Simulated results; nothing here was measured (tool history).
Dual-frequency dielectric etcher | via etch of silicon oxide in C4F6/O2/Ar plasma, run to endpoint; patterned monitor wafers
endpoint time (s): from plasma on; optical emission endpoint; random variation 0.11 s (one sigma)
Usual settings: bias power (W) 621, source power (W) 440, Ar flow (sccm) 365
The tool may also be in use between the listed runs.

run,hour,bias power (W),source power (W),Ar flow (sccm),wafers since the last listed run,hours since the last wet clean,hours since the last bias power generator calibration,hours since the last source power generator calibration,hours since the last Ar flow controller change,hours since the last upper electrode change,"incoming incoming film thickness, nm",endpoint time (s)
1,0.0,621,440,365,0,139.8,3417.2,1575.1,2079.5,4272.0,102.5,19.9
2,63.1,621,440,365,855,202.9,3480.3,1638.2,2142.6,4335.1,102.3,20.0
3,166.0,621,440,365,1394,305.8,3583.2,1741.1,2245.5,4438.0,103.5,20.2
4,228.9,621,440,331,852,368.7,3646.1,1804.0,2308.4,4500.9,103.0,19.9
# hour 405.1: bias power generator calibrated
5,447.2,621,440,331,2904,587.0,42.1,2022.3,2526.7,4719.2,104.8,20.1
6,530.9,621,440,365,1134,670.7,125.8,2106.0,2610.4,4802.9,103.7,20.4
# hour 644.0: wet clean of the chamber
7,644.5,621,440,365,1214,0.5,239.4,2219.6,2724.0,4916.5,102.8,20.0
8,667.8,621,360,337,315,23.8,262.7,2242.9,2747.3,4939.8,103.9,22.7
9,728.6,581,540,294,824,84.6,323.5,2303.7,2808.1,5000.6,102.9,17.3
10,817.8,621,480,391,1209,173.8,412.7,2392.9,2897.3,5089.8,102.8,19.1
11,859.4,774,550,278,563,215.4,454.3,2434.5,2938.9,5131.4,103.9,15.7
12,938.9,621,440,320,1077,294.9,533.8,2514.0,3018.4,5210.9,103.7,19.9
13,1042.3,621,540,365,1401,398.3,637.2,2617.4,3121.8,5314.3,102.9,17.8
14,1125.9,621,440,365,1133,481.9,720.8,2701.0,3205.4,5397.9,102.4,20.0
15,1229.4,502,470,328,1402,585.4,824.3,2804.5,3308.9,5501.4,103.5,20.3
# hour 1278.2: upper electrode replaced
16,1332.4,495,470,365,1070,688.4,927.3,2907.5,3411.9,54.2,102.9,20.9
# hour 1385.2: wet clean of the chamber
17,1430.1,569,360,302,998,44.9,1025.0,3005.2,3509.6,151.9,104.1,23.0
18,1474.3,690,440,306,599,89.1,1069.2,3049.4,3553.8,196.1,103.5,18.8

Forecast run 19:
# hour 1501.7: source power generator calibrated
19,1546.9,621,440,365,929,161.7,1141.8,45.2,3626.4,268.7,103.6,?

{"run 19": {"endpoint time (s)": 20.4}}
Without the tool's hidden state the same run would have given endpoint time (s) 20.4.
